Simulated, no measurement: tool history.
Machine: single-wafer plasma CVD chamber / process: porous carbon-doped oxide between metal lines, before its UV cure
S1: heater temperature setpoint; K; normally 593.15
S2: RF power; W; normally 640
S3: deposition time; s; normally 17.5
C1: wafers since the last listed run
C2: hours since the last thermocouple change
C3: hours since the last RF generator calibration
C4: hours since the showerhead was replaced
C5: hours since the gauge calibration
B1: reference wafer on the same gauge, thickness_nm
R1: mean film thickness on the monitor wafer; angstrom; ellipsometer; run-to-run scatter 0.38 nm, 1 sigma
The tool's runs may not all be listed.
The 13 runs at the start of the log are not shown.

{"run": 14, "hour": 552.2, "S1": 593.15, "S2": 640, "S3": 17.5, "C1": 952, "C2": 1783.3, "C3": 2045.8, "C4": 2692.4, "C5": 1341.6, "B1": 104.969, "R1": 987.28}
{"run": 15, "hour": 580.3, "S1": 584.15, "S2": 640, "S3": 15.5, "C1": 860, "C2": 1811.4, "C3": 2073.9, "C4": 2720.5, "C5": 1369.7, "B1": 104.957, "R1": 919.22}
{"hour": 613.5, "done": "RF generator calibrated"}
{"run": 16, "hour": 614.0, "S1": 593.15, "S2": 640, "S3": 17.5, "C1": 787, "C2": 1845.1, "C3": 0.5, "C4": 2754.2, "C5": 1403.4, "B1": 105.055, "R1": 978.79}
{"run": 17, "hour": 717.4, "S1": 586.15, "S2": 700, "S3": 18.8, "C1": 3167, "C2": 1948.5, "C3": 103.9, "C4": 2857.6, "C5": 1506.8, "B1": 105.013, "R1": 1139.78}
{"run": 18, "hour": 847.4, "S1": 593.15, "S2": 640, "S3": 17.5, "C1": 3982, "C2": 2078.5, "C3": 233.9, "C4": 2987.6, "C5": 1636.8, "B1": 105.01, "R1": 983.49}
{"run": 19, "hour": 910.8, "S1": 583.15, "S2": 745, "S3": 20.5, "C1": 1942, "C2": 2141.9, "C3": 297.3, "C4": 3051.0, "C5": 1700.2, "B1": 105.071, "R1": 1298.47}
{"hour": 958.4, "done": "thermocouple changed; heater temperature recalibrated"}
{"run": 20, "hour": 969.2, "S1": 593.15, "S2": 640, "S3": 18.7, "C1": 1544, "C2": 10.8, "C3": 355.7, "C4": 3109.4, "C5": 1758.6, "B1": 105.02, "R1": 1074.08}
{"run": 21, "hour": 1026.5, "S1": 593.15, "S2": 640, "S3": 19.8, "C1": 1755, "C2": 68.1, "C3": 413.0, "C4": 3166.7, "C5": 1815.9, "B1": 104.965, "R1": 1127.58}
{"run": 22, "hour": 1050.9, "S1": 585.15, "S2": 525, "S3": 20.6, "C1": 747, "C2": 92.5, "C3": 437.4, "C4": 3191.1, "C5": 1840.3, "B1": 105.072, "R1": 1131.12}
{"run": 23, "hour": 1099.5, "S1": 599.15, "S2": 640, "S3": 17.5, "C1": 1488, "C2": 141.1, "C3": 486.0, "C4": 3239.7, "C5": 1888.9, "B1": 104.996, "R1": 963.57}
{"run": 24, "hour": 1128.4, "S1": 585.15, "S2": 640, "S3": 17.5, "C1": 885, "C2": 170.0, "C3": 514.9, "C4": 3268.6, "C5": 1917.8, "B1": 105.003, "R1": 1049.99}
{"run": 25, "hour": 1173.7, "S1": 583.15, "S2": 600, "S3": 15.0, "C1": 1387, "C2": 215.3, "C3": 560.2, "C4": 3313.9, "C5": 1963.1, "B1": 104.966, "R1": 887.03}
{"run": 26, "hour": 1314.2, "S1": 593.15, "S2": 750, "S3": 19.6, "C1": 4304, "C2": 355.8, "C3": 700.7, "C4": 3454.4, "C5": 2103.6, "B1": 105.045, "R1": 1184.86}
{"hour": 1353.5, "done": "showerhead replaced"}
{"run": 27, "hour": 1380.6, "S1": 586.15, "S2": 550, "S3": 17.5, "C1": 1789, "C2": 422.2, "C3": 767.1, "C4": 27.1, "C5": 2170.0, "B1": 105.013, "R1": 977.74}
{"hour": 1426.2, "done": "gauge calibrated"}
{"run": 28, "hour": 1446.5, "S1": 593.15, "S2": 640, "S3": 14.9, "C1": 2018, "C2": 488.1, "C3": 833.0, "C4": 93.0, "C5": 20.3, "B1": 105.057, "R1": 851.95}
{"run": 29, "hour": 1490.8, "S1": 600.15, "S2": 640, "S3": 17.5, "C1": 1357, "C2": 532.4, "C3": 877.3, "C4": 137.3, "C5": 64.6, "B1": 104.974, "R1": 951.95}
{"run": 30, "hour": 1562.6, "S1": 603.15, "S2": 735, "S3": 15.3, "C1": 2199, "C2": 604.2, "C3": 949.1, "C4": 209.1, "C5": 136.4, "B1": 104.979, "R1": 881.01}
{"run": 31, "hour": 1742.3, "S1": 593.15, "S2": 640, "S3": 20.7, "C1": 5505, "C2": 783.9, "C3": 1128.8, "C4": 388.8, "C5": 316.1, "B1": 105.062, "R1": 1161.66}
{"run": 32, "hour": 1782.8, "S1": 593.15, "S2": 730, "S3": 14.3, "C1": 1240, "C2": 824.4, "C3": 1169.3, "C4": 429.3, "C5": 356.6, "B1": 104.986, "R1": 865.68}
{"run": 33, "hour": 1809.7, "S1": 597.15, "S2": 755, "S3": 20.3, "C1": 824, "C2": 851.3, "C3": 1196.2, "C4": 456.2, "C5": 383.5, "B1": 104.988, "R1": 1200.83}
{"run": 34, "hour": 1843.3, "S1": 593.15, "S2": 640, "S3": 17.5, "C1": 1029, "C2": 884.9, "C3": 1229.8, "C4": 489.8, "C5": 417.1, "B1": 105.083, "R1": 992.11}
{"run": 35, "hour": 1904.6, "S1": 593.15, "S2": 700, "S3": 17.5, "C1": 1878, "C2": 946.2, "C3": 1291.1, "C4": 551.1, "C5": 478.4, "B1": 104.964, "R1": 1018.67}

What if the next run were any one of these 3? Each begins from the tool's condition after run 35:
{"run": "A", "hour": 1905.0, "S1": 593.15, "S2": 640, "S3": 17.5, "C1": 12, "C2": 946.6, "C3": 1291.5, "C4": 551.5, "C5": 478.8, "B1": "?", "R1": "?"}
{"run": "B", "hour": 1905.0, "S1": 587.15, "S2": 640, "S3": 16.3, "C1": 12, "C2": 946.6, "C3": 1291.5, "C4": 551.5, "C5": 478.8, "B1": "?", "R1": "?"}
{"run": "C", "hour": 1905.0, "S1": 604.15, "S2": 675, "S3": 18.7, "C1": 12, "C2": 946.6, "C3": 1291.5, "C4": 551.5, "C5": 478.8, "B1": "?", "R1": "?"}

run=A B1=104.897 R1=983.08
run=B B1=104.897 R1=950.42
run=C B1=104.897 R1=1011.10
With the hidden condition removed and each run's random variation left untouched, the same runs would have given:
run=A R1=996.38
run=B R1=963.91
run=C R1=1023.52
